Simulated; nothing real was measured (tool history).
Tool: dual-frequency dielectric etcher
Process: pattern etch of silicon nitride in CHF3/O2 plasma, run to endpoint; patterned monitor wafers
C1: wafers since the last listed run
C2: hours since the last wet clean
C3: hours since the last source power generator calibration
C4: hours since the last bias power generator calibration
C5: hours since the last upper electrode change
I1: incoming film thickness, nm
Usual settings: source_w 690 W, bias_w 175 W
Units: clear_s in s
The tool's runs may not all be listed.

run 1 day=0 | source_w=690 bias_w=196 | C1=0 C2=496.9 C3=4120 C4=4246 C5=4206.2 | I1=88.1 | clear_s=55.4
run 2 day=0.321 | source_w=690 bias_w=175 | C1=93 C2=504.6 C3=4127.7 C4=4253.7 C5=4213.9 | I1=88.7 | clear_s=57.7
run 3 day=0.638 | source_w=690 bias_w=148 | C1=92 C2=512.2 C3=4135.3 C4=4261.3 C5=4221.5 | I1=87.5 | clear_s=60.6
run 4 day=1.108 | source_w=690 bias_w=148 | C1=136 C2=523.5 C3=4146.6 C4=4272.6 C5=4232.8 | I1=87.9 | clear_s=60.9
run 5 day=1.775 | source_w=690 bias_w=148 | C1=193 C2=539.5 C3=4162.6 C4=4288.6 C5=4248.8 | I1=88.4 | clear_s=60.8
run 6 day=2.517 | source_w=690 bias_w=175 | C1=215 C2=557.3 C3=4180.4 C4=4306.4 C5=4266.6 | I1=87.1 | clear_s=56.7
run 7 day=3.075 | source_w=690 bias_w=175 | C1=162 C2=570.7 C3=4193.8 C4=4319.8 C5=4280 | I1=87 | clear_s=56.6
run 8 day=3.529 | source_w=690 bias_w=175 | C1=131 C2=581.6 C3=4204.7 C4=4330.7 C5=4290.9 | I1=87.6 | clear_s=57.3
-- day=3.883 bias power generator calibrated
run 9 day=4.592 | source_w=690 bias_w=175 | C1=260 C2=607.1 C3=4230.2 C4=17 C5=4316.4 | I1=87 | clear_s=57.5
run 10 day=4.904 | source_w=690 bias_w=175 | C1=90 C2=614.6 C3=4237.7 C4=24.5 C5=4323.9 | I1=87.2 | clear_s=57.4
run 11 day=5.612 | source_w=690 bias_w=175 | C1=205 C2=631.6 C3=4254.7 C4=41.5 C5=4340.9 | I1=87.1 | clear_s=57.4
run 12 day=5.925 | source_w=690 bias_w=175 | C1=90 C2=639.1 C3=4262.2 C4=49 C5=4348.4 | I1=88.1 | clear_s=58.5
run 13 day=6.188 | source_w=640 bias_w=175 | C1=76 C2=645.4 C3=4268.5 C4=55.3 C5=4354.7 | I1=87.3 | clear_s=59.4
-- day=6.921 source power generator calibrated
-- day=7.812 wet clean of the chamber
-- day=8.229 upper electrode replaced
run 14 day=8.25 | source_w=690 bias_w=175 | C1=170 C2=10.5 C3=31.9 C4=104.8 C5=0.5 | I1=87.3 | clear_s=54.8
run 15 day=8.267 | source_w=800 bias_w=175 | C1=4 C2=10.9 C3=32.3 C4=105.2 C5=0.9 | I1=87.5 | clear_s=52.3
run 16 day=8.279 | source_w=690 bias_w=175 | C1=3 C2=11.2 C3=32.6 C4=105.5 C5=1.2 | I1=86.9 | clear_s=54.7
run 17 day=8.292 | source_w=800 bias_w=155 | C1=3 C2=11.5 C3=32.9 C4=105.8 C5=1.5 | I1=88.1 | clear_s=55
run 18 day=8.308 | source_w=690 bias_w=210 | C1=4 C2=11.9 C3=33.3 C4=106.2 C5=1.9 | I1=87.4 | clear_s=52.2
run 19 day=8.746 | source_w=810 bias_w=141 | C1=127 C2=22.4 C3=43.8 C4=116.7 C5=12.4 | I1=86.4 | clear_s=55.4
run 20 day=9.221 | source_w=580 bias_w=206 | C1=138 C2=33.8 C3=55.2 C4=128.1 C5=23.8 | I1=87.7 | clear_s=55.4
run 21 day=9.85 | source_w=820 bias_w=139 | C1=182 C2=48.9 C3=70.3 C4=143.2 C5=38.9 | I1=87 | clear_s=56.3
run 22 day=10.533 | source_w=690 bias_w=175 | C1=198 C2=65.3 C3=86.7 C4=159.6 C5=55.3 | I1=87.6 | clear_s=55
run 23 day=11.15 | source_w=850 bias_w=138 | C1=179 C2=80.1 C3=101.5 C4=174.4 C5=70.1 | I1=88 | clear_s=56.6

3 ways to go on from here, each from the tool as it stands after run 23. What would each give?
run A day=11.167 | source_w=690 bias_w=160 | C1=4 C2=80.5 C3=101.9 C4=174.8 C5=70.5 | I1=87.3 | clear_s=?
run B day=11.167 | source_w=730 bias_w=146 | C1=4 C2=80.5 C3=101.9 C4=174.8 C5=70.5 | I1=87.3 | clear_s=?
run C day=11.167 | source_w=740 bias_w=191 | C1=4 C2=80.5 C3=101.9 C4=174.8 C5=70.5 | I1=87.3 | clear_s=?

run=A clear_s=56.2
run=B clear_s=56.8
run=C clear_s=51.9
Without the tool's hidden state the same runs would have given:
run=A clear_s=56.1
run=B clear_s=56.7
run=C clear_s=51.8

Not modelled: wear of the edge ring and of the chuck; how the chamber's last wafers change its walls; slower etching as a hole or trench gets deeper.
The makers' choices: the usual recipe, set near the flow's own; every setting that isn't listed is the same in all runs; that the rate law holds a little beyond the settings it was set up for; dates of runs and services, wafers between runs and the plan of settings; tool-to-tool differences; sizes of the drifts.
